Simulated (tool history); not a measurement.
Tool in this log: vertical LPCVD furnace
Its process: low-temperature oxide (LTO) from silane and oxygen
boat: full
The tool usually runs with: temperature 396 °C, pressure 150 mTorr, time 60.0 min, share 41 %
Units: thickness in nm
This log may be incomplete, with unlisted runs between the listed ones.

run   hour  temperature  pressure  time  share  read-back reference wafer on the same gauge, thickness  thickness
  1    0.0          396       150  60.0     41                                                  423.78     376.74
  2   14.1          405       150  48.5     41                                                  423.94     335.57
  3   22.9          405       150  48.5     41                                                  424.03     335.65
  4   40.8          405       150  48.5     41                                                  423.61     335.56
  5   63.0          396       150  60.0     41                                                  423.98     377.24
  6   81.6          396       150  60.0     41                                                  423.95     377.74
  7   90.0          396       150  60.0     41                                                  423.94     376.41
  8  100.1          396       150  60.0     41                                                  423.81     377.00
  9  125.8          396       150  42.5     41                                                  423.87     267.53
 10  130.3          396       150  69.0     41                                                  424.25     433.22
 11  142.6          396       160  60.0     41                                                  424.03     403.02
 12  171.0          396       160  60.0     41                                                  424.08     414.90
 13  175.4          396       160  60.0     41                                                  424.08     414.83
 14  181.5          403       175  83.5     48                                                  423.88     796.60
 15  188.3          393       175  60.0     35                                                  423.86     360.00
 16  201.2          396       150  60.0     41                                                  423.64     389.01
 17  209.1          396       150  70.5     41                                                  424.05     456.91
 18  223.3          396       150  60.0     41                                                  423.81     388.73
 19  252.3          386       150  60.0     41                                                  424.05     328.63
 20  256.8          396       160  60.0     41                                                  423.87     393.00
 21  261.7          392       185  41.0     46                                                  424.07     337.11
 22  275.5          396       140  73.0     41                                                  424.00     417.08
 23  282.4          388       150  60.0     36                                                  424.07     284.91
 24  296.9          407       150  60.0     41                                                  424.04     416.37
 25  309.3          396       150  60.0     41                                                  423.90     368.64
 26  323.8          405       150  48.5     41                                                  423.92     327.69
 27  334.0          396       150  69.5     41                                                  423.74     427.55

Not shown here: 6 entries made in the log between runs. Locate each between two listed runs and compare the hidden state at the listed run before it with the hidden state at the listed run after it:
In the gap between runs 8 and 9: gauge calibrated (hour 123.1); pressure gauge zeroed (hour 125.3)
  true tube temperature minus thermocouple reading, K: 2.47 -> 2.54
  measured value less the no-hidden-state value, thickness: +10.19 -> +7.40 nm
In the gap between runs 11 and 12: thermocouples replaced and temperature profile calibrated (hour 170.5)
  true tube temperature minus thermocouple reading, K: 2.58 -> 5.2
  measured value less the no-hidden-state value, thickness: +11.33 -> +23.06 nm
In the gap between runs 18 and 19: silane flow controller replaced (hour 249.8); thermocouples replaced and temperature profile calibrated, repeated, since the last time left the tool worse (hour 251.8)
  true tube temperature minus thermocouple reading, K: 5.2 -> 0.21
  measured value less the no-hidden-state value, thickness: +21.61 -> +0.80 nm
In the gap between runs 23 and 24: gauge calibrated (hour 283.5)
  true tube temperature minus thermocouple reading, K: 0.21 -> 0.211
  measured value less the no-hidden-state value, thickness: +0.71 -> +0.93 nm
